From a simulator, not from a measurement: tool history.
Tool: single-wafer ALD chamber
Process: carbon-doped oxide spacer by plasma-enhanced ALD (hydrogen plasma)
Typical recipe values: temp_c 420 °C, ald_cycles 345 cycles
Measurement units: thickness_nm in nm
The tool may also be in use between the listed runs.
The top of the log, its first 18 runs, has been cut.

run,hour,temp_c,ald_cycles,wafers since the last listed run,hours since the last thermocouple change,hours since the gauge calibration,"read-back reference wafer on the same gauge, thickness_nm",thickness_nm
19,196.9,420,345,9,1473.7,29.6,16.593,16.413
20,205.4,405,345,9,1482.2,38.1,16.595,17.180
21,211.5,424,310,6,1488.3,44.2,16.598,14.503
22,229.5,420,345,20,1506.3,62.2,16.597,16.394
# hour 241.5: thermocouple changed; heater temperature recalibrated
23,242.0,420,299,5,0.5,74.7,16.598,14.203
24,247.9,407,398,6,6.4,80.6,16.616,19.563
25,255.7,435,387,8,14.2,88.4,16.579,17.632
26,267.1,420,345,12,25.6,99.8,16.607,16.480
27,279.8,426,397,14,38.3,112.5,16.592,18.605
28,290.5,429,345,12,49.0,123.2,16.606,16.023
29,302.7,414,392,13,61.2,135.4,16.612,18.905
30,311.7,420,345,10,70.2,144.4,16.613,16.465

Each row is a separate what-if for the run after 30, all from the same tool condition, not one after another. Results?
A,312.6,420,277,1,71.1,145.3,?,?
B,312.6,409,320,1,71.1,145.3,?,?
C,312.6,420,311,1,71.1,145.3,?,?
D,312.6,425,296,1,71.1,145.3,?,?

run,"read-back reference wafer on the same gauge, thickness_nm",thickness_nm
A,16.594,13.128
B,16.594,15.660
C,16.594,14.740
D,16.594,13.822
Without the tool's unlogged condition, the same runs would have read:
run,thickness_nm
A,13.128
B,15.660
C,14.740
D,13.822

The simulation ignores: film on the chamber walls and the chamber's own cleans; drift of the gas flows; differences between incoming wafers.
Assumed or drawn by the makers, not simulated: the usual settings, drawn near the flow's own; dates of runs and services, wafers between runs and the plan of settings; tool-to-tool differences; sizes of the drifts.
